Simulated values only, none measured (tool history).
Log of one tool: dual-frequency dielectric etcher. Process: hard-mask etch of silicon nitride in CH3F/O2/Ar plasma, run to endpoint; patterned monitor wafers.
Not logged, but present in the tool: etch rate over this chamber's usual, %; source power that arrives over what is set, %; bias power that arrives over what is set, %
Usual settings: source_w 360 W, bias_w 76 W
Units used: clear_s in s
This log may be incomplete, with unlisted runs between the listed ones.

run	hour	source_w	bias_w	wafers since the last listed run	hours since the last wet clean	hours since the last source power generator calibration	hours since the last bias power generator calibration	hours since the last upper electrode change	incoming incoming film thickness, nm	clear_s
1	0	360	76	0	46.7	1961.3	3800.9	3098	43.96	62.8
2	42.6	360	76	409	89.3	2003.9	3843.5	3140.6	43.91	63
3	87.1	360	76	428	133.8	2048.4	3888	3185.1	43.91	63.7
4	116.1	360	76	279	162.8	2077.4	3917	3214.1	44.61	63.9
5	146.2	340	61	289	192.9	2107.5	3947.1	3244.2	43.75	70.5
6	186.4	340	61	386	233.1	2147.7	3987.3	3284.4	43.54	70.7
7	248	340	61	592	294.7	2209.3	4048.9	3346	44.03	71.1
8	301.1	360	76	510	347.8	2262.4	4102	3399.1	44.26	65.1
# hour 329.1: source power generator calibrated
9	339.6	280	95	331	386.3	10.5	4140.5	3437.6	43.87	66.4
# hour 383.2: upper electrode replaced
# hour 390.8: wet clean of the chamber
10	403.7	360	76	312	12.9	74.6	4204.6	20.5	44.16	59

Run 11 has not been measured yet. What should we expect?
11	454.1	400	68	484	63.3	125	4255	70.9	44.09	?

clear_s: 59.5 s
With the hidden condition absent and the run-to-run variation left alone, this run would have shown clear_s 63.2 s.

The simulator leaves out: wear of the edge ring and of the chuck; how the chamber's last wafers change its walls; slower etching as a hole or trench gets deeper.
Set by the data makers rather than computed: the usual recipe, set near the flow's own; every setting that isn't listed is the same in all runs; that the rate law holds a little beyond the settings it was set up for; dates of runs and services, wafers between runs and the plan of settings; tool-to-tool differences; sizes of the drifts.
